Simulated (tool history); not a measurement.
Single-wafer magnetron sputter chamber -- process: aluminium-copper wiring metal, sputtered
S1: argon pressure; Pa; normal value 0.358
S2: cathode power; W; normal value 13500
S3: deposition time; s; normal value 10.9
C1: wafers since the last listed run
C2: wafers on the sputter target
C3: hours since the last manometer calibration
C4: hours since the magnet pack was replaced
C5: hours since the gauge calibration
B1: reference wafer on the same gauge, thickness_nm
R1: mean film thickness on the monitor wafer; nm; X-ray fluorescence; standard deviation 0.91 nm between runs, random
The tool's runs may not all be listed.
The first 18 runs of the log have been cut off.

{"run": 19, "day": 9.779, "S1": 0.358, "S2": 16300, "S3": 10.9, "C1": 110, "C2": 4675, "C3": 73.3, "C4": 115.3, "C5": 93.7, "B1": 270.063, "R1": 290.635}
{"run": 20, "day": 10.179, "S1": 0.358, "S2": 13500, "S3": 10.9, "C1": 158, "C2": 4833, "C3": 82.9, "C4": 124.9, "C5": 103.3, "B1": 270.322, "R1": 241.515}
{"run": 21, "day": 10.654, "S1": 0.267, "S2": 13500, "S3": 11.6, "C1": 187, "C2": 5021, "C3": 94.3, "C4": 136.3, "C5": 114.7, "B1": 270.001, "R1": 266.223}
{"day": 11.004, "done": "sputter target and shields replaced"}
{"run": 22, "day": 11.108, "S1": 0.358, "S2": 13500, "S3": 10.9, "C1": 47, "C2": 40, "C3": 105.2, "C4": 147.2, "C5": 125.6, "B1": 269.863, "R1": 246.587}
{"run": 23, "day": 11.846, "S1": 0.411, "S2": 13500, "S3": 10.9, "C1": 291, "C2": 332, "C3": 122.9, "C4": 164.9, "C5": 143.3, "B1": 269.817, "R1": 238.851}
{"run": 24, "day": 12.142, "S1": 0.302, "S2": 13500, "S3": 12.4, "C1": 117, "C2": 449, "C3": 130.0, "C4": 172.0, "C5": 150.4, "B1": 269.765, "R1": 284.801}
{"run": 25, "day": 12.829, "S1": 0.273, "S2": 13500, "S3": 12.4, "C1": 272, "C2": 721, "C3": 146.5, "C4": 188.5, "C5": 166.9, "B1": 269.879, "R1": 290.841}
{"run": 26, "day": 13.304, "S1": 0.358, "S2": 13500, "S3": 9.8, "C1": 187, "C2": 909, "C3": 157.9, "C4": 199.9, "C5": 178.3, "B1": 270.007, "R1": 219.198}
{"run": 27, "day": 14.021, "S1": 0.358, "S2": 13500, "S3": 10.9, "C1": 283, "C2": 1192, "C3": 175.1, "C4": 217.1, "C5": 195.5, "B1": 270.226, "R1": 243.449}
{"run": 28, "day": 14.662, "S1": 0.358, "S2": 13500, "S3": 11.8, "C1": 253, "C2": 1446, "C3": 190.5, "C4": 232.5, "C5": 210.9, "B1": 269.882, "R1": 261.766}
{"run": 29, "day": 14.971, "S1": 0.358, "S2": 13500, "S3": 10.9, "C1": 121, "C2": 1568, "C3": 197.9, "C4": 239.9, "C5": 218.3, "B1": 270.322, "R1": 242.955}
{"run": 30, "day": 15.433, "S1": 0.426, "S2": 13500, "S3": 8.8, "C1": 182, "C2": 1751, "C3": 209.0, "C4": 251.0, "C5": 229.4, "B1": 270.224, "R1": 191.542}
{"run": 31, "day": 15.75, "S1": 0.28, "S2": 16450, "S3": 9.8, "C1": 125, "C2": 1877, "C3": 216.6, "C4": 258.6, "C5": 237.0, "B1": 269.899, "R1": 276.746}
{"run": 32, "day": 16.179, "S1": 0.289, "S2": 13500, "S3": 9.9, "C1": 169, "C2": 2046, "C3": 226.9, "C4": 268.9, "C5": 247.3, "B1": 270.332, "R1": 227.054}
{"run": 33, "day": 16.629, "S1": 0.358, "S2": 13500, "S3": 9.8, "C1": 178, "C2": 2224, "C3": 237.7, "C4": 279.7, "C5": 258.1, "B1": 270.108, "R1": 217.944}
{"run": 34, "day": 16.992, "S1": 0.298, "S2": 15650, "S3": 9.1, "C1": 143, "C2": 2368, "C3": 246.4, "C4": 288.4, "C5": 266.8, "B1": 269.741, "R1": 241.733}
{"run": 35, "day": 17.608, "S1": 0.409, "S2": 13500, "S3": 8.8, "C1": 243, "C2": 2612, "C3": 261.2, "C4": 303.2, "C5": 281.6, "B1": 269.776, "R1": 191.021}

4 ways to go on from here, each from the tool as it stands after run 35. What would each give?
{"run": "A", "day": 17.625, "S1": 0.358, "S2": 13500, "S3": 10.9, "C1": 6, "C2": 2618, "C3": 261.6, "C4": 303.6, "C5": 282.0, "B1": "?", "R1": "?"}
{"run": "B", "day": 17.625, "S1": 0.489, "S2": 15300, "S3": 11.5, "C1": 6, "C2": 2618, "C3": 261.6, "C4": 303.6, "C5": 282.0, "B1": "?", "R1": "?"}
{"run": "C", "day": 17.625, "S1": 0.279, "S2": 13500, "S3": 10.9, "C1": 6, "C2": 2618, "C3": 261.6, "C4": 303.6, "C5": 282.0, "B1": "?", "R1": "?"}
{"run": "D", "day": 17.625, "S1": 0.468, "S2": 16300, "S3": 12.8, "C1": 6, "C2": 2618, "C3": 261.6, "C4": 303.6, "C5": 282.0, "B1": "?", "R1": "?"}

run=A B1=269.920 R1=242.777
run=B B1=269.920 R1=273.995
run=C B1=269.920 R1=251.544
run=D B1=269.920 R1=327.896
What these runs would have given with no unlogged condition in the tool:
run=A R1=245.775
run=B R1=277.379
run=C R1=254.650
run=D R1=331.945

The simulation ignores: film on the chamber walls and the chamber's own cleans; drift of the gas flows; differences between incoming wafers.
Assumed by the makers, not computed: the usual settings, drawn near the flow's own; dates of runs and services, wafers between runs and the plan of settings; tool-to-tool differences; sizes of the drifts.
